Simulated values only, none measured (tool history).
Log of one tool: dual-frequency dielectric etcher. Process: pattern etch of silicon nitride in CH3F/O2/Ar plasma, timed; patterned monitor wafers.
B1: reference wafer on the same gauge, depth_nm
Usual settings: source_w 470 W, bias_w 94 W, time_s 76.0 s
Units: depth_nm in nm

Run 1, day 0.000: usual settings; B1 66.1. Result: depth_nm 57.2 nm.
Run 2, day 2.738: usual settings; B1 66.1. Result: depth_nm 56.6 nm.
Run 3, day 3.458: usual settings; B1 66.1. Result: depth_nm 57.0 nm.
Run 4, day 4.867: usual settings; B1 66.1. Result: depth_nm 56.5 nm.
Run 5, day 5.671: usual settings; B1 66.1. Result: depth_nm 56.4 nm.
Run 6, day 6.512: usual settings; B1 66.1. Result: depth_nm 56.7 nm.
At day 8.267: upper electrode replaced.
At day 8.954: wet clean of the chamber.
Run 7, day 8.975: usual settings; B1 66.1. Result: depth_nm 57.1 nm.
Run 8, day 8.992: usual settings but source_w 560 W; B1 66.1. Result: depth_nm 63.7 nm.
Run 9, day 10.221: usual settings but source_w 560 W; B1 66.0. Result: depth_nm 63.1 nm.
At day 10.917: source power generator calibrated.
At day 11.267: gauge calibrated.
At day 11.862: bias power generator calibrated.
Run 10, day 12.708: usual settings; B1 66.1. Result: depth_nm 57.2 nm.
Run 11, day 13.838: usual settings but source_w 390 W, time_s 69.0 s; B1 66.2. Result: depth_nm 45.9 nm.
Run 12, day 14.675: usual settings; B1 66.1. Result: depth_nm 56.9 nm.
Run 13, day 15.971: usual settings but source_w 510 W; B1 66.1. Result: depth_nm 59.6 nm.
Run 14, day 17.096: usual settings but source_w 560 W, bias_w 86 W, time_s 67.0 s; B1 66.1. Result: depth_nm 53.4 nm.
Run 15, day 18.217: usual settings but time_s 94.5 s; B1 66.1. Result: depth_nm 70.7 nm.
Run 16, day 19.050: usual settings but source_w 390 W, bias_w 105 W, time_s 53.5 s; B1 66.1. Result: depth_nm 37.1 nm.
Run 17, day 20.325: usual settings but bias_w 84 W, time_s 61.5 s; B1 66.1. Result: depth_nm 43.8 nm.
Run 18, day 21.492: usual settings; B1 66.1. Result: depth_nm 56.7 nm.
Run 19, day 22.338: usual settings but source_w 560 W; B1 66.1. Result: depth_nm 62.5 nm.
Run 20, day 23.100: usual settings but source_w 570 W, bias_w 117 W, time_s 96.0 s; B1 66.1. Result: depth_nm 87.2 nm.

5 ways to go on from here, each from the tool as it stands after run 20. What would each give?
Run A, day 23.117: usual settings but bias_w 71 W; B1 ?. Result: depth_nm ?.
Run B, day 23.117: usual settings but source_w 580 W, bias_w 78 W, time_s 62.5 s; B1 ?. Result: depth_nm ?.
Run C, day 23.117: usual settings but time_s 96.0 s; B1 ?. Result: depth_nm ?.
Run D, day 23.117: usual settings but source_w 570 W, bias_w 71 W, time_s 98.0 s; B1 ?. Result: depth_nm ?.
Run E, day 23.117: usual settings but source_w 530 W; B1 ?. Result: depth_nm ?.

run    B1  depth_nm
  A  66.1      50.5
  B  66.1      48.7
  C  66.1      71.8
  D  66.1      72.9
  E  66.1      60.9
Without the tool's hidden state the same runs would have given:
run  depth_nm
  A      51.1
  B      49.3
  C      72.7
  D      73.8
  E      61.6
